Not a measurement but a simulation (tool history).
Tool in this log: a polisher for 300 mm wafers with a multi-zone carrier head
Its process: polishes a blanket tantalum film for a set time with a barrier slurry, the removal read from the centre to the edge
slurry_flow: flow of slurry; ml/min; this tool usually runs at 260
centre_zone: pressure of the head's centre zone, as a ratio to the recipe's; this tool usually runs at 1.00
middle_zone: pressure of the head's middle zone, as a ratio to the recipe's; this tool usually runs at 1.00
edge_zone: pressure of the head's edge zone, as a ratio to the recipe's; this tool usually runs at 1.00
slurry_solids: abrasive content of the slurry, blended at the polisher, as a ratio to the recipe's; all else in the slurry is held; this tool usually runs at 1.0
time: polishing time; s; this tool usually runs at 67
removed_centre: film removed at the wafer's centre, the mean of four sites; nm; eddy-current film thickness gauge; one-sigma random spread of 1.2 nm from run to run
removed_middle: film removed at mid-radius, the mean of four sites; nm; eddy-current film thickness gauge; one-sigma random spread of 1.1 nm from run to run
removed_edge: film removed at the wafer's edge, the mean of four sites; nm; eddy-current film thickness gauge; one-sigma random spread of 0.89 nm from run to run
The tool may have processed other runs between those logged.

run,hour,slurry_flow,centre_zone,middle_zone,edge_zone,slurry_solids,time,"incoming thickness of the incoming film, nm",removed_centre,removed_middle,removed_edge
1,0.0,180,1.00,1.00,1.12,1.0,89,385.0,133.9,140.5,156.6
# hour 49.0: slurry nozzle cleaned
2,55.8,210,1.00,1.00,1.00,1.0,67,387.1,118.4,119.4,122.7
3,88.0,290,0.90,1.00,1.00,1.0,47,371.8,79.1,87.1,88.7
4,123.2,260,1.00,0.96,1.00,1.0,73,381.5,129.0,126.1,133.3
# hour 148.2: centre zone pressure recalibrated
5,170.3,335,1.00,1.00,1.00,1.0,67,380.3,123.5,125.1,125.3
6,230.3,260,1.00,1.00,1.00,1.0,67,378.2,114.8,118.0,119.6
7,283.9,260,1.00,1.09,1.00,1.0,67,385.5,115.5,125.4,119.0
# hour 330.7: worn pad replaced by a new one
8,333.5,260,1.00,1.00,1.08,1.0,49,375.3,82.0,84.1,90.5
9,374.3,300,1.00,1.00,1.07,1.0,67,376.2,116.0,117.7,125.6
# hour 403.7: carrier head's membrane replaced by a new one
# hour 409.8: slurry nozzle cleaned
10,417.0,260,1.00,1.00,1.00,1.0,55,380.1,99.4,99.8,102.8
11,484.7,335,1.00,1.00,1.00,1.0,67,374.0,123.6,124.7,126.1
# hour 526.1: edge zone pressure recalibrated
12,534.7,175,1.00,1.00,0.97,1.2,60,378.3,100.0,101.6,105.8
13,566.8,290,1.12,1.00,1.00,1.0,59,382.2,114.2,105.7,108.6
14,611.8,260,1.06,0.95,1.00,1.0,67,381.2,116.6,109.8,120.1

Run 15 has not been measured yet. What should we expect?
15,671.6,260,1.00,1.00,1.00,1.0,67,380.6,?,?,?

Run 15 yielded removed_centre 114.1 nm, removed_middle 114.5 nm, removed_edge 118.4 nm.
Take away the tool's hidden state, keep the run-to-run variation as it was, and the same run would have given removed_centre 123.6 nm, removed_middle 122.9 nm, removed_edge 124.8 nm.

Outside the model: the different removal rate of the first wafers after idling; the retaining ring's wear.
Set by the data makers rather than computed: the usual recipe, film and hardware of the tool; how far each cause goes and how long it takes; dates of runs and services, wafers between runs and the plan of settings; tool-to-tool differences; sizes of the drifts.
